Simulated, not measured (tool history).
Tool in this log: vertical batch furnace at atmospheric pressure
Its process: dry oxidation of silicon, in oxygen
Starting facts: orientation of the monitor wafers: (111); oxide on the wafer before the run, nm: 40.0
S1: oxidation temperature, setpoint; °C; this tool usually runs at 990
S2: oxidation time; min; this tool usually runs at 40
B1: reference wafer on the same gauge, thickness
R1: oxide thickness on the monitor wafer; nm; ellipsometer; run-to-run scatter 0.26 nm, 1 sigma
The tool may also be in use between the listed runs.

run	hour	S1	S2	B1	R1
1	0	1003	40	67.16	80.71
2	54.3	990	40	67.15	76.32
3	241.9	990	40	66.82	76.14
4	279.2	990	40	66.8	75.57
5	330.2	973	40	66.69	70.84
6	383.6	973	40	66.73	71.08
7	422.6	990	40	66.71	75.19
8	448.1	990	40	66.64	75.56
9	519.6	990	40	66.62	75.09
10	584.3	990	40	66.54	75.5
11	650.9	990	40	66.51	75.02
12	717.7	990	40	66.53	75.17
13	775.2	990	40	66.59	75.08
14	803.5	990	40	66.51	75.35
15	1002.6	990	40	66.39	75.01
# hour 1076.9: boat lift adjusted
16	1077.4	990	40	66.47	75.4
17	1121.3	973	40	66.4	70.4
# hour 1140.6: gauge calibrated
# hour 1167.6: thermocouples replaced and temperature profile calibrated
18	1168.1	1005	45.5	67.67	86.42
19	1230.6	971	52	67.62	77.97
20	1257.3	965	32	67.54	65.06
21	1298	972	49	67.42	76.44
22	1333.5	968	46.5	67.38	73.62
23	1385.9	976	47	67.12	76.55
24	1562.2	990	34.5	66.9	72.14
25	1601	975	56.5	66.81	81.57
26	1631.2	998	47.5	66.69	83.94
27	1701.5	970	47.5	66.71	74.48
28	1745.9	1001	59.5	66.64	93.16
29	1908.1	990	40	66.44	75.71
30	1964.1	1002	59	66.42	93.33

For some of the steps in R1 from one run to the next: how much would appear even if the tool had no hidden state, given the settings, what came in and random variation, and how much remains for the hidden state plus any gauge scatter that the measured result and the result without hidden state don't share?
The hidden state here: true tube temperature minus thermocouple reading, K; monitor wafer colder than the profiled boat position, K; gauge reads high (%).
Run 17 -> 18: S1 973 -> 1005, S2 40 -> 45.5, gauge calibrated, thermocouples replaced and temperature profile calibrated. R1 +16.02 nm: hidden state +1.46, all else +14.56.
Run 27 -> 28: S1 970 -> 1001, S2 47.5 -> 59.5. R1 +18.68 nm: hidden state -0.41, all else +19.09.
Run 28 -> 29: S1 1001 -> 990, S2 59.5 -> 40. R1 -17.45 nm: hidden state +0.16, all else -17.61.
Run 29 -> 30: S1 990 -> 1002, S2 40 -> 59. R1 +17.62 nm: hidden state -0.44, all else +18.06.
